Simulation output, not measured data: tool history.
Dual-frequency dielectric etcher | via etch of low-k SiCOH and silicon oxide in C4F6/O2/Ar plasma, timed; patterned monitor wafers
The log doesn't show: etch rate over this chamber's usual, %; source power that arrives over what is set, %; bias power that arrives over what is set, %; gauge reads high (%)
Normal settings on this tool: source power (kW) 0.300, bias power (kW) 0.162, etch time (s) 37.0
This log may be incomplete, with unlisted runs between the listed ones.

run,hour,source power (kW),bias power (kW),etch time (s),wafers since the last listed run,hours since the last wet clean,hours since the last source power generator calibration,hours since the last bias power generator calibration,hours since the last upper electrode change,hours since the gauge calibration,"read-back reference wafer on the same gauge, depth_nm",mean etch depth across the wafer (Å)
1,0.0,0.300,0.162,37.0,0,488.0,145.6,190.0,4318.8,2690.7,78.0,713
# hour 3.3: gauge calibrated
# hour 66.2: wet clean of the chamber
2,66.7,0.300,0.162,28.0,758,0.5,212.3,256.7,4385.5,63.4,77.8,561
3,109.9,0.300,0.162,28.0,767,43.7,255.5,299.9,4428.7,106.6,77.9,558
4,142.0,0.300,0.162,28.0,570,75.8,287.6,332.0,4460.8,138.7,77.9,560
5,166.4,0.300,0.162,37.0,433,100.2,312.0,356.4,4485.2,163.1,77.9,736
6,208.8,0.300,0.162,27.0,753,142.6,354.4,398.8,4527.6,205.5,77.9,540
7,240.4,0.350,0.141,26.0,561,174.2,386.0,430.4,4559.2,237.1,77.9,514
8,273.1,0.280,0.162,37.0,580,206.9,418.7,463.1,4591.9,269.8,77.9,712
9,308.0,0.230,0.162,45.5,619,241.8,453.6,498.0,4626.8,304.7,77.8,826
10,358.9,0.320,0.129,37.0,904,292.7,504.5,548.9,4677.7,355.6,77.9,682
11,423.8,0.300,0.162,37.0,1152,357.6,569.4,613.8,4742.6,420.5,77.8,723
12,490.4,0.360,0.162,37.0,1183,424.2,636.0,680.4,4809.2,487.1,78.0,771
# hour 549.0: upper electrode replaced
13,549.5,0.260,0.186,32.5,623,483.3,695.1,739.5,0.5,546.2,77.9,633
14,580.6,0.360,0.162,32.0,552,514.4,726.2,770.6,31.6,577.3,77.8,656
# hour 635.1: wet clean of the chamber
15,646.3,0.270,0.143,29.0,740,11.2,791.9,836.3,97.3,643.0,77.9,529
16,672.3,0.300,0.148,26.5,461,37.2,817.9,862.3,123.3,669.0,77.9,511
17,720.0,0.230,0.162,37.0,847,84.9,865.6,910.0,171.0,716.7,77.8,673
18,784.5,0.300,0.162,37.0,1145,149.4,930.1,974.5,235.5,781.2,77.9,733
19,846.8,0.220,0.182,44.5,1106,211.7,992.4,1036.8,297.8,843.5,77.9,838
20,883.3,0.300,0.184,32.5,648,248.2,1028.9,1073.3,334.3,880.0,77.8,674
21,940.1,0.350,0.139,47.5,1009,305.0,1085.7,1130.1,391.1,936.8,77.8,925
22,993.5,0.370,0.162,31.5,948,358.4,1139.1,1183.5,444.5,990.2,77.8,662
23,1065.5,0.320,0.129,37.0,1279,430.4,1211.1,1255.5,516.5,1062.2,78.1,678
24,1125.3,0.330,0.128,37.0,1062,490.2,1270.9,1315.3,576.3,1122.0,78.1,680
# hour 1198.0: wet clean of the chamber
25,1198.5,0.370,0.162,37.0,873,0.5,1344.1,1388.5,649.5,1195.2,77.9,802
26,1254.1,0.300,0.143,37.0,987,56.1,1399.7,1444.1,705.1,1250.8,77.9,707
27,1304.1,0.300,0.162,37.0,888,106.1,1449.7,1494.1,755.1,1300.8,77.9,739
28,1330.5,0.380,0.195,37.0,468,132.5,1476.1,1520.5,781.5,1327.2,77.8,857
29,1377.8,0.300,0.198,37.0,840,179.8,1523.4,1567.8,828.8,1374.5,78.0,798

Forecast each of these 5 alternatives for the next run:
A,1378.2,0.350,0.162,37.0,7,180.2,1523.8,1568.2,829.2,1374.9,?,?
B,1378.2,0.350,0.140,43.0,7,180.2,1523.8,1568.2,829.2,1374.9,?,?
C,1378.2,0.230,0.148,47.5,7,180.2,1523.8,1568.2,829.2,1374.9,?,?
D,1378.2,0.350,0.128,32.0,7,180.2,1523.8,1568.2,829.2,1374.9,?,?
E,1378.2,0.300,0.125,37.0,7,180.2,1523.8,1568.2,829.2,1374.9,?,?

run,"read-back reference wafer on the same gauge, depth_nm",mean etch depth across the wafer (Å)
A,77.8,780
B,77.8,855
C,77.8,831
D,77.8,613
E,77.8,664
The same runs, with their run-to-run variation unchanged, on a tool lacking any hidden condition would have given:
run,mean etch depth across the wafer (Å)
A,787
B,862
C,839
D,619
E,670
